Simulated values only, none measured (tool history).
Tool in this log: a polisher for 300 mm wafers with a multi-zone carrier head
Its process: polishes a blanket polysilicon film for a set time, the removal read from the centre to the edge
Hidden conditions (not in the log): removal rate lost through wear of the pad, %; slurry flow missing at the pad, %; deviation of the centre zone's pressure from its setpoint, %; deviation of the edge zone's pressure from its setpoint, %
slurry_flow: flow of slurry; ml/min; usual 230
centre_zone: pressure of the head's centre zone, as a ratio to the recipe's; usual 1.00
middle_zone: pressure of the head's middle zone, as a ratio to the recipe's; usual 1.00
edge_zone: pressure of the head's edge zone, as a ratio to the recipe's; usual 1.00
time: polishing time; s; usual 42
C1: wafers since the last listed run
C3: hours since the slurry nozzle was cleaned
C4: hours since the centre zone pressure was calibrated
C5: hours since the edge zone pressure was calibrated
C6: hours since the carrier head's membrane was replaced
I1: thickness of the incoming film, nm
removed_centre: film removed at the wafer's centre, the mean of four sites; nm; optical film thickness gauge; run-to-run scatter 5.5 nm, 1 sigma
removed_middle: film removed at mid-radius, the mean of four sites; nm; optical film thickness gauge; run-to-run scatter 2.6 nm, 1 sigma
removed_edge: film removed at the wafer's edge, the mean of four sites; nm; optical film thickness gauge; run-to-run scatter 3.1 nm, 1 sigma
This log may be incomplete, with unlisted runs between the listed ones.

run 1 hour=0.0 | slurry_flow=230 centre_zone=1.00 middle_zone=1.00 edge_zone=1.00 time=42 | C1=0 wafers_polished_on_this_pad=2157 C3=517.1 C4=215.1 C5=90.7 C6=896.2 | I1=2220.8 | removed_centre=378.0 removed_middle=380.7 removed_edge=385.4
-- hour=29.5 slurry nozzle cleaned
run 2 hour=90.3 | slurry_flow=230 centre_zone=1.00 middle_zone=1.00 edge_zone=1.07 time=42 | C1=775 wafers_polished_on_this_pad=2932 C3=60.8 C4=305.4 C5=181.0 C6=986.5 | I1=2251.0 | removed_centre=410.4 removed_middle=396.2 removed_edge=413.4
-- hour=130.0 worn pad replaced by a new one
run 3 hour=138.4 | slurry_flow=230 centre_zone=1.00 middle_zone=1.00 edge_zone=1.07 time=42 | C1=382 wafers_polished_on_this_pad=72 C3=108.9 C4=353.5 C5=229.1 C6=1034.6 | I1=2231.5 | removed_centre=403.0 removed_middle=396.9 removed_edge=412.9
-- hour=298.7 carrier head's membrane replaced by a new one
run 4 hour=423.3 | slurry_flow=230 centre_zone=1.00 middle_zone=1.00 edge_zone=1.07 time=42 | C1=2430 wafers_polished_on_this_pad=2502 C3=393.8 C4=638.4 C5=514.0 C6=124.6 | I1=2261.9 | removed_centre=396.5 removed_middle=386.7 removed_edge=407.1
run 5 hour=476.5 | slurry_flow=255 centre_zone=1.00 middle_zone=1.00 edge_zone=1.00 time=42 | C1=461 wafers_polished_on_this_pad=2964 C3=447.0 C4=691.6 C5=567.2 C6=177.8 | I1=2226.0 | removed_centre=400.7 removed_middle=393.8 removed_edge=390.9
run 6 hour=536.4 | slurry_flow=230 centre_zone=0.94 middle_zone=1.00 edge_zone=1.00 time=42 | C1=520 wafers_polished_on_this_pad=3484 C3=506.9 C4=751.5 C5=627.1 C6=237.7 | I1=2243.2 | removed_centre=362.8 removed_middle=382.3 removed_edge=387.0
-- hour=551.2 slurry nozzle cleaned
-- hour=563.7 worn pad replaced by a new one
run 7 hour=604.5 | slurry_flow=230 centre_zone=1.00 middle_zone=1.00 edge_zone=1.00 time=42 | C1=547 wafers_polished_on_this_pad=354 C3=53.3 C4=819.6 C5=695.2 C6=305.8 | I1=2238.1 | removed_centre=370.0 removed_middle=364.0 removed_edge=375.2
run 8 hour=691.2 | slurry_flow=230 centre_zone=1.00 middle_zone=1.00 edge_zone=1.00 time=42 | C1=752 wafers_polished_on_this_pad=1107 C3=140.0 C4=906.3 C5=781.9 C6=392.5 | I1=2199.0 | removed_centre=360.9 removed_middle=358.0 removed_edge=371.2
run 9 hour=736.0 | slurry_flow=230 centre_zone=1.00 middle_zone=1.00 edge_zone=1.00 time=42 | C1=388 wafers_polished_on_this_pad=1496 C3=184.8 C4=951.1 C5=826.7 C6=437.3 | I1=2221.3 | removed_centre=363.7 removed_middle=363.0 removed_edge=363.1
run 10 hour=781.8 | slurry_flow=230 centre_zone=1.00 middle_zone=1.00 edge_zone=1.00 time=42 | C1=397 wafers_polished_on_this_pad=1893 C3=230.6 C4=996.9 C5=872.5 C6=483.1 | I1=2251.3 | removed_centre=362.8 removed_middle=353.5 removed_edge=365.3
-- hour=888.2 slurry nozzle cleaned, repeated, since the last time left the tool worse
run 11 hour=888.7 | slurry_flow=230 centre_zone=1.00 middle_zone=1.00 edge_zone=0.92 time=37 | C1=919 wafers_polished_on_this_pad=2813 C3=0.5 C4=1103.8 C5=979.4 C6=590.0 | I1=2175.6 | removed_centre=360.3 removed_middle=352.1 removed_edge=331.5
-- hour=940.9 worn pad replaced by a new one
run 12 hour=941.4 | slurry_flow=170 centre_zone=0.89 middle_zone=0.93 edge_zone=1.06 time=42 | C1=422 wafers_polished_on_this_pad=3 C3=53.2 C4=1156.5 C5=1032.1 C6=642.7 | I1=2242.9 | removed_centre=343.4 removed_middle=363.1 removed_edge=401.2
run 13 hour=1040.1 | slurry_flow=250 centre_zone=0.95 middle_zone=1.10 edge_zone=0.88 time=42 | C1=856 wafers_polished_on_this_pad=860 C3=151.9 C4=1255.2 C5=1130.8 C6=741.4 | I1=2194.1 | removed_centre=387.3 removed_middle=425.0 removed_edge=369.2
run 14 hour=1097.3 | slurry_flow=230 centre_zone=1.00 middle_zone=1.00 edge_zone=1.00 time=42 | C1=496 wafers_polished_on_this_pad=1357 C3=209.1 C4=1312.4 C5=1188.0 C6=798.6 | I1=2231.4 | removed_centre=393.4 removed_middle=392.2 removed_edge=396.9
-- hour=1130.5 centre zone pressure recalibrated
-- hour=1164.3 edge zone pressure recalibrated
run 15 hour=1178.7 | slurry_flow=230 centre_zone=1.09 middle_zone=1.06 edge_zone=1.00 time=42 | C1=671 wafers_polished_on_this_pad=2029 C3=290.5 C4=48.2 C5=14.4 C6=880.0 | I1=2245.9 | removed_centre=441.6 removed_middle=404.0 removed_edge=391.2
run 16 hour=1265.8 | slurry_flow=230 centre_zone=1.00 middle_zone=1.00 edge_zone=1.00 time=54 | C1=756 wafers_polished_on_this_pad=2785 C3=377.6 C4=135.3 C5=101.5 C6=967.1 | I1=2193.8 | removed_centre=511.2 removed_middle=503.2 removed_edge=504.3
-- hour=1313.9 slurry nozzle cleaned
-- hour=1314.1 carrier head's membrane replaced by a new one
-- hour=1315.2 worn pad replaced by a new one
run 17 hour=1361.7 | slurry_flow=230 centre_zone=0.95 middle_zone=0.92 edge_zone=1.00 time=42 | C1=813 wafers_polished_on_this_pad=404 C3=47.8 C4=231.2 C5=197.4 C6=47.6 | I1=2239.8 | removed_centre=378.2 removed_middle=372.8 removed_edge=400.0
run 18 hour=1436.1 | slurry_flow=230 centre_zone=1.00 middle_zone=1.00 edge_zone=1.00 time=36 | C1=645 wafers_polished_on_this_pad=1049 C3=122.2 C4=305.6 C5=271.8 C6=122.0 | I1=2238.8 | removed_centre=338.7 removed_middle=340.2 removed_edge=343.5
run 19 hour=1476.7 | slurry_flow=230 centre_zone=0.95 middle_zone=0.92 edge_zone=1.00 time=42 | C1=352 wafers_polished_on_this_pad=1402 C3=162.8 C4=346.2 C5=312.4 C6=162.6 | I1=2219.3 | removed_centre=380.3 removed_middle=374.1 removed_edge=392.2
run 20 hour=1575.1 | slurry_flow=230 centre_zone=1.00 middle_zone=1.00 edge_zone=0.92 time=37 | C1=854 wafers_polished_on_this_pad=2256 C3=261.2 C4=444.6 C5=410.8 C6=261.0 | I1=2214.5 | removed_centre=361.3 removed_middle=349.4 removed_edge=332.4
run 21 hour=1641.0 | slurry_flow=230 centre_zone=1.00 middle_zone=1.00 edge_zone=1.00 time=42 | C1=572 wafers_polished_on_this_pad=2828 C3=327.1 C4=510.5 C5=476.7 C6=326.9 | I1=2235.9 | removed_centre=408.8 removed_middle=388.9 removed_edge=394.8
run 22 hour=1744.1 | slurry_flow=230 centre_zone=1.00 middle_zone=0.96 edge_zone=1.10 time=51 | C1=895 wafers_polished_on_this_pad=3724 C3=430.2 C4=613.6 C5=579.8 C6=430.0 | I1=2230.0 | removed_centre=478.3 removed_middle=457.2 removed_edge=496.7
-- hour=1749.6 worn pad replaced by a new one
-- hour=1827.4 slurry nozzle cleaned
run 23 hour=1846.5 | slurry_flow=180 centre_zone=1.00 middle_zone=1.00 edge_zone=1.05 time=42 | C1=845 wafers_polished_on_this_pad=832 C3=19.1 C4=716.0 C5=682.2 C6=532.4 | I1=2249.9 | removed_centre=387.6 removed_middle=388.2 removed_edge=396.6

Branching from run 23: 3 alternative next runs. What would each branch give?
run A hour=1846.9 | slurry_flow=230 centre_zone=1.00 middle_zone=1.00 edge_zone=1.00 time=42 | C1=3 wafers_polished_on_this_pad=836 C3=19.5 C4=716.4 C5=682.6 C6=532.8 | I1=2230.4 | removed_centre=? removed_middle=? removed_edge=?
run B hour=1846.9 | slurry_flow=150 centre_zone=1.00 middle_zone=1.00 edge_zone=1.00 time=42 | C1=3 wafers_polished_on_this_pad=836 C3=19.5 C4=716.4 C5=682.6 C6=532.8 | I1=2230.4 | removed_centre=? removed_middle=? removed_edge=?
run C hour=1846.9 | slurry_flow=230 centre_zone=1.00 middle_zone=0.94 edge_zone=1.00 time=35 | C1=3 wafers_polished_on_this_pad=836 C3=19.5 C4=716.4 C5=682.6 C6=532.8 | I1=2230.4 | removed_centre=? removed_middle=? removed_edge=?

run=A removed_centre=406.6 removed_middle=395.8 removed_edge=397.7
run=B removed_centre=376.8 removed_middle=370.0 removed_edge=378.6
run=C removed_centre=338.7 removed_middle=316.5 removed_edge=331.6
With the hidden condition removed and each run's random variation left untouched, the same runs would have given:
run=A removed_centre=407.1 removed_middle=396.2 removed_edge=398.0
run=B removed_centre=377.5 removed_middle=370.5 removed_edge=379.0
run=C removed_centre=339.1 removed_middle=316.9 removed_edge=331.9
